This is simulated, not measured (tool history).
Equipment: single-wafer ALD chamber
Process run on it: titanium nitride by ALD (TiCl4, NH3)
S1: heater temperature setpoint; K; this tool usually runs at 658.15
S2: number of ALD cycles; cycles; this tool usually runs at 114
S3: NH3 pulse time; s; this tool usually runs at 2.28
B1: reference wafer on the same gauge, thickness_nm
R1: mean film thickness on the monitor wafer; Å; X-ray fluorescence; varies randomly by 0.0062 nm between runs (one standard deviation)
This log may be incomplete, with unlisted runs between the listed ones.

run 1 hour=0 | S1=658.15 S2=102 S3=1.6 | B1=2.058 | R1=21.22
run 2 hour=15.7 | S1=658.15 S2=102 S3=1.6 | B1=2.056 | R1=21.28
run 3 hour=30.5 | S1=658.15 S2=102 S3=1.6 | B1=2.054 | R1=21.21
run 4 hour=39.9 | S1=658.15 S2=114 S3=2.28 | B1=2.055 | R1=24.74
run 5 hour=46.4 | S1=647.15 S2=114 S3=2.28 | B1=2.055 | R1=24.53
run 6 hour=62.6 | S1=647.15 S2=114 S3=2.28 | B1=2.052 | R1=24.44
run 7 hour=69.4 | S1=647.15 S2=114 S3=2.28 | B1=2.051 | R1=24.52
-- hour=90.2 thermocouple changed; heater temperature recalibrated
run 8 hour=105.9 | S1=658.15 S2=114 S3=2.28 | B1=2.047 | R1=24.6
run 9 hour=114.3 | S1=658.15 S2=114 S3=2.28 | B1=2.045 | R1=24.73
run 10 hour=123.9 | S1=666.15 S2=123 S3=1.49 | B1=2.046 | R1=25.49
run 11 hour=132.8 | S1=658.15 S2=114 S3=2.28 | B1=2.042 | R1=24.65
-- hour=140.9 showerhead replaced
run 12 hour=149.2 | S1=658.15 S2=128 S3=2.28 | B1=2.04 | R1=27.61
-- hour=151.5 gauge calibrated
run 13 hour=157.7 | S1=658.15 S2=114 S3=2.28 | B1=2.062 | R1=24.78
run 14 hour=164.1 | S1=658.15 S2=114 S3=1.78 | B1=2.06 | R1=24.17
run 15 hour=177.9 | S1=658.15 S2=98 S3=1.99 | B1=2.06 | R1=21
run 16 hour=191.6 | S1=652.15 S2=123 S3=1.54 | B1=2.059 | R1=25.24
run 17 hour=208.4 | S1=644.15 S2=92 S3=2.28 | B1=2.059 | R1=19.76

Alternative continuations, all from the tool just after run 17; predict every row:
run A hour=209.1 | S1=658.15 S2=114 S3=2.28 | B1=? | R1=?
run B hour=209.1 | S1=667.15 S2=94 S3=2.53 | B1=? | R1=?
run C hour=209.1 | S1=652.15 S2=114 S3=2.28 | B1=? | R1=?
run D hour=209.1 | S1=662.15 S2=136 S3=1.85 | B1=? | R1=?
run E hour=209.1 | S1=658.15 S2=114 S3=2.56 | B1=? | R1=?

run=A B1=2.058 R1=24.72
run=B B1=2.058 R1=20.66
run=C B1=2.058 R1=24.62
run=D B1=2.058 R1=29
run=E B1=2.058 R1=24.94
Without the tool's hidden state the same runs would have given:
run=A R1=24.74
run=B R1=20.68
run=C R1=24.64
run=D R1=29.03
run=E R1=24.96

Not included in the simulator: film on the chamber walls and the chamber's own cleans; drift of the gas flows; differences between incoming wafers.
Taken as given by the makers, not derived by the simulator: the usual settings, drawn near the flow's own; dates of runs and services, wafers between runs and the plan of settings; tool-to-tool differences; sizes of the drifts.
